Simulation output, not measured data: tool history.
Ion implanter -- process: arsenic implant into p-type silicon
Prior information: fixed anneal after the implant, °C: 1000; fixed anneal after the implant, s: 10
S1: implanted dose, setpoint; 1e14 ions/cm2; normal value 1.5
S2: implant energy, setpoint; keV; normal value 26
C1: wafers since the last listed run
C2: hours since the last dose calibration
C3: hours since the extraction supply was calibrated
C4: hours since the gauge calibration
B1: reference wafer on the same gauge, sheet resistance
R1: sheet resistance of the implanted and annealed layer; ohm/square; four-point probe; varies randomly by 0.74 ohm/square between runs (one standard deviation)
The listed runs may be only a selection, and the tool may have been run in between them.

{"run": 1, "hour": 0.0, "S1": 1.5, "S2": 26, "C1": 0, "C2": 1061.2, "C3": 5124.1, "C4": 85.3, "B1": 450.93, "R1": 485.79}
{"run": 2, "hour": 34.0, "S1": 1.5, "S2": 26, "C1": 819, "C2": 1095.2, "C3": 5158.1, "C4": 119.3, "B1": 450.86, "R1": 484.76}
{"run": 3, "hour": 56.1, "S1": 1.38, "S2": 24, "C1": 532, "C2": 1117.3, "C3": 5180.2, "C4": 141.4, "B1": 450.92, "R1": 519.87}
{"run": 4, "hour": 75.2, "S1": 1.38, "S2": 24, "C1": 460, "C2": 1136.4, "C3": 5199.3, "C4": 160.5, "B1": 451.04, "R1": 522.52}
{"run": 5, "hour": 90.7, "S1": 1.38, "S2": 24, "C1": 373, "C2": 1151.9, "C3": 5214.8, "C4": 176, "B1": 451.09, "R1": 522.2}
{"run": 6, "hour": 119.7, "S1": 1.24, "S2": 22, "C1": 699, "C2": 1180.9, "C3": 5243.8, "C4": 205, "B1": 451.07, "R1": 569.47}
{"run": 7, "hour": 147.1, "S1": 1.24, "S2": 22, "C1": 660, "C2": 1208.3, "C3": 5271.2, "C4": 232.4, "B1": 450.96, "R1": 568.84}
{"run": 8, "hour": 176.8, "S1": 1.24, "S2": 22, "C1": 716, "C2": 1238, "C3": 5300.9, "C4": 262.1, "B1": 451.15, "R1": 567.47}
{"run": 9, "hour": 210.6, "S1": 1.62, "S2": 26, "C1": 815, "C2": 1271.8, "C3": 5334.7, "C4": 295.9, "B1": 451.17, "R1": 457.04}
{"run": 10, "hour": 244.6, "S1": 1.5, "S2": 21.5, "C1": 819, "C2": 1305.8, "C3": 5368.7, "C4": 329.9, "B1": 451.04, "R1": 496.03}
{"run": 11, "hour": 276.4, "S1": 1.5, "S2": 21.5, "C1": 766, "C2": 1337.6, "C3": 5400.5, "C4": 361.7, "B1": 451.14, "R1": 494.88}
{"run": 12, "hour": 342.1, "S1": 1.5, "S2": 21.5, "C1": 1584, "C2": 1403.3, "C3": 5466.2, "C4": 427.4, "B1": 450.89, "R1": 494.24}
{"run": 13, "hour": 374.7, "S1": 1.5, "S2": 26, "C1": 786, "C2": 1435.9, "C3": 5498.8, "C4": 460, "B1": 451, "R1": 479.23}
{"run": 14, "hour": 458.1, "S1": 1.5, "S2": 26, "C1": 2011, "C2": 1519.3, "C3": 5582.2, "C4": 543.4, "B1": 451.07, "R1": 478.2}
{"run": 15, "hour": 490.5, "S1": 1.5, "S2": 22.5, "C1": 781, "C2": 1551.7, "C3": 5614.6, "C4": 575.8, "B1": 451.05, "R1": 486.73}
{"run": 16, "hour": 507.0, "S1": 1.95, "S2": 19, "C1": 397, "C2": 1568.2, "C3": 5631.1, "C4": 592.3, "B1": 451.19, "R1": 412.64}
{"run": 17, "hour": 532.3, "S1": 1.19, "S2": 32, "C1": 610, "C2": 1593.5, "C3": 5656.4, "C4": 617.6, "B1": 451.16, "R1": 540.3}
{"hour": 541.4, "done": "gauge calibrated"}
{"hour": 559.8, "done": "Faraday cup replaced and dose calibrated"}
{"run": 18, "hour": 560.3, "S1": 1.5, "S2": 26, "C1": 482, "C2": 0.5, "C3": 5684.4, "C4": 18.9, "B1": 450.94, "R1": 496.42}
{"run": 19, "hour": 576.0, "S1": 1.5, "S2": 26, "C1": 378, "C2": 16.2, "C3": 5700.1, "C4": 34.6, "B1": 451.16, "R1": 495.57}
{"hour": 585.0, "done": "extraction supply calibrated"}
{"run": 20, "hour": 608.5, "S1": 1.61, "S2": 17.5, "C1": 590, "C2": 48.7, "C3": 23.5, "C4": 67.1, "B1": 451.3, "R1": 500.27}
{"run": 21, "hour": 641.8, "S1": 1.5, "S2": 17.5, "C1": 803, "C2": 82, "C3": 56.8, "C4": 100.4, "B1": 450.96, "R1": 527.63}
{"run": 22, "hour": 663.6, "S1": 1.94, "S2": 23.5, "C1": 525, "C2": 103.8, "C3": 78.6, "C4": 122.2, "B1": 451.04, "R1": 417.47}
{"run": 23, "hour": 681.5, "S1": 1.88, "S2": 31, "C1": 431, "C2": 121.7, "C3": 96.5, "C4": 140.1, "B1": 451.01, "R1": 410.42}
{"run": 24, "hour": 695.1, "S1": 1.95, "S2": 19, "C1": 327, "C2": 135.3, "C3": 110.1, "C4": 153.7, "B1": 451.02, "R1": 429.94}
{"run": 25, "hour": 709.5, "S1": 1.87, "S2": 18.5, "C1": 347, "C2": 149.7, "C3": 124.5, "C4": 168.1, "B1": 450.97, "R1": 445.31}
{"run": 26, "hour": 727.6, "S1": 1.93, "S2": 29.5, "C1": 436, "C2": 167.8, "C3": 142.6, "C4": 186.2, "B1": 451, "R1": 404.5}
{"run": 27, "hour": 757.2, "S1": 1.08, "S2": 18.5, "C1": 713, "C2": 197.4, "C3": 172.2, "C4": 215.8, "B1": 451.01, "R1": 663.65}
{"run": 28, "hour": 782.6, "S1": 1.83, "S2": 19, "C1": 612, "C2": 222.8, "C3": 197.6, "C4": 241.2, "B1": 450.64, "R1": 449.87}
{"run": 29, "hour": 802.0, "S1": 1.14, "S2": 26, "C1": 467, "C2": 242.2, "C3": 217, "C4": 260.6, "B1": 450.88, "R1": 602.27}
{"run": 30, "hour": 822.0, "S1": 1.29, "S2": 18, "C1": 482, "C2": 262.2, "C3": 237, "C4": 280.6, "B1": 450.95, "R1": 584.62}

Per-run results on a tool with no hidden state, each run keeping its own random variation:
The tool's hidden condition here consists of: deviation of the true dose from the Faraday cup's reading, %; deviation of the true energy from its setpoint, %; gauge reads high (%).
run=1 R1=494.18
run=2 R1=493.69
run=3 R1=529.83
run=4 R1=532.87
run=5 R1=532.84
run=6 R1=581.62
run=7 R1=581.56
run=8 R1=580.79
run=9 R1=468.5
run=10 R1=509.23
run=11 R1=508.7
run=12 R1=509.44
run=13 R1=494.49
run=14 R1=495.26
run=15 R1=505
run=16 R1=428.84
run=17 R1=560.74
run=18 R1=494.87
run=19 R1=494.03
run=20 R1=498.69
run=21 R1=526
run=22 R1=416.2
run=23 R1=409.23
run=24 R1=428.69
run=25 R1=444.04
run=26 R1=403.4
run=27 R1=662
run=28 R1=448.79
run=29 R1=600.98
run=30 R1=583.41
